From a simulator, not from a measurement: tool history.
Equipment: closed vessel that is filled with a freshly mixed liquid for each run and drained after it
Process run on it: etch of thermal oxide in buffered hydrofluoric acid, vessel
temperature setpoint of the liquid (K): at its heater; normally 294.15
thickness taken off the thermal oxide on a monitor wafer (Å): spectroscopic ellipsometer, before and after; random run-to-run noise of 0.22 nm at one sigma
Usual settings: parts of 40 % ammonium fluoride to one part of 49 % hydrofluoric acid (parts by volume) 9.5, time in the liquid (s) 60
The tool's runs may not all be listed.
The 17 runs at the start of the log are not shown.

run	hour	temperature setpoint of the liquid (K)	parts of 40 % ammonium fluoride to one part of 49 % hydrofluoric acid (parts by volume)	time in the liquid (s)	read-back film thickness of the thermal oxide reference wafer, read on the same gauge (nm)	thickness taken off the thermal oxide on a monitor wafer (Å)
18	884.7	295.65	9.5	35	39.96	392.3
19	948.3	295.65	12.0	60	39.97	547.0
20	985.1	292.65	12.0	30	40.02	230.1
# hour 1014.0: hydrofluoric acid flow meter replaced
21	1015.8	296.65	9.5	60	39.99	708.2
22	1054.4	294.15	9.5	85	39.98	874.9
23	1094.9	294.15	11.0	30	39.99	274.2
24	1150.8	294.15	9.5	60	40.02	617.7
25	1183.5	294.15	7.5	85	39.98	1109.1
26	1238.6	294.15	9.5	60	40.02	621.1
27	1267.0	294.15	9.5	60	40.00	622.4
28	1336.6	294.15	5.5	75	40.02	1298.7
29	1387.6	295.65	6.0	60	39.98	1048.8
30	1435.2	292.15	9.5	75	40.03	694.1
31	1489.7	294.15	5.5	60	39.96	1041.0
32	1558.7	295.65	11.5	60	39.99	573.7
33	1622.8	291.15	7.5	75	40.00	833.3

Here are 4 independent what-if runs from the current tool condition. What would each one return?
A	1623.5	292.15	9.5	60	?	?
B	1623.5	292.65	9.5	50	?	?
C	1623.5	290.15	7.5	90	?	?
D	1623.5	294.15	8.5	35	?	?

run	read-back film thickness of the thermal oxide reference wafer, read on the same gauge (nm)	thickness taken off the thermal oxide on a monitor wafer (Å)
A	40.00	557.3
B	40.00	477.7
C	40.00	941.3
D	40.00	400.2
What these runs would have given with no unlogged condition in the tool:
run	thickness taken off the thermal oxide on a monitor wafer (Å)
A	547.7
B	469.4
C	924.8
D	393.4
